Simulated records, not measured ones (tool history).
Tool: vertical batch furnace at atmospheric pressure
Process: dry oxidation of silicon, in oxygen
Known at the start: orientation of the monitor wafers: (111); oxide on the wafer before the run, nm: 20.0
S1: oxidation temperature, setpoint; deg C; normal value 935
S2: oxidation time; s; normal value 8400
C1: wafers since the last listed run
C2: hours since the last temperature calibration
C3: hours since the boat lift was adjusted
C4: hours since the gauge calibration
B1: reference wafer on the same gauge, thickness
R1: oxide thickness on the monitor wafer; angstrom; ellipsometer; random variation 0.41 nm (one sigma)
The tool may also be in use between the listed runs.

run 1 hour=0 | S1=942 S2=10470 | C1=0 C2=4002.6 C3=3917.9 C4=25.4 | B1=92.99 | R1=944
run 2 hour=13.8 | S1=942 S2=10470 | C1=210 C2=4016.4 C3=3931.7 C4=39.2 | B1=93.23 | R1=949.3
run 3 hour=34.7 | S1=935 S2=9720 | C1=318 C2=4037.3 C3=3952.6 C4=60.1 | B1=92.88 | R1=867.1
run 4 hour=50.8 | S1=935 S2=9720 | C1=245 C2=4053.4 C3=3968.7 C4=76.2 | B1=93.23 | R1=859.1
run 5 hour=61.6 | S1=922 S2=8400 | C1=164 C2=4064.2 C3=3979.5 C4=87 | B1=93.09 | R1=719.5
run 6 hour=80 | S1=922 S2=8400 | C1=280 C2=4082.6 C3=3997.9 C4=105.4 | B1=92.94 | R1=716.1
run 7 hour=94.3 | S1=935 S2=8400 | C1=218 C2=4096.9 C3=4012.2 C4=119.7 | B1=93.23 | R1=787.5
run 8 hour=108.6 | S1=935 S2=8400 | C1=218 C2=4111.2 C3=4026.5 C4=134 | B1=93.02 | R1=797.3
run 9 hour=118.2 | S1=942 S2=5640 | C1=146 C2=4120.8 C3=4036.1 C4=143.6 | B1=93.11 | R1=660.7
run 10 hour=127 | S1=942 S2=5640 | C1=134 C2=4129.6 C3=4044.9 C4=152.4 | B1=93.07 | R1=662.5
run 11 hour=140.4 | S1=942 S2=5640 | C1=204 C2=4143 C3=4058.3 C4=165.8 | B1=92.93 | R1=663.6
run 12 hour=158 | S1=960 S2=11490 | C1=268 C2=4160.6 C3=4075.9 C4=183.4 | B1=93.08 | R1=1140.9
-- hour=174.4 gauge calibrated
-- hour=197 boat lift adjusted
run 13 hour=197.5 | S1=935 S2=8400 | C1=236 C2=4200.1 C3=0.5 C4=23.1 | B1=93.13 | R1=787.8
run 14 hour=202.6 | S1=951 S2=11970 | C1=77 C2=4205.2 C3=5.6 C4=28.2 | B1=93.14 | R1=1101.3
run 15 hour=213.2 | S1=935 S2=4260 | C1=161 C2=4215.8 C3=16.2 C4=38.8 | B1=93.05 | R1=543.5
run 16 hour=225.9 | S1=935 S2=8400 | C1=193 C2=4228.5 C3=28.9 C4=51.5 | B1=93.15 | R1=789.4

What will run 17 give?
-- hour=260.8 thermocouples replaced and temperature profile calibrated
run 17 hour=261.3 | S1=924 S2=4380 | C1=173 C2=0.5 C3=64.3 C4=86.9 | B1=? | R1=?

B1: 93.05
R1: 511.4 angstrom
With the hidden condition absent and the run-to-run variation left alone, this run would have shown R1 511.4 angstrom.
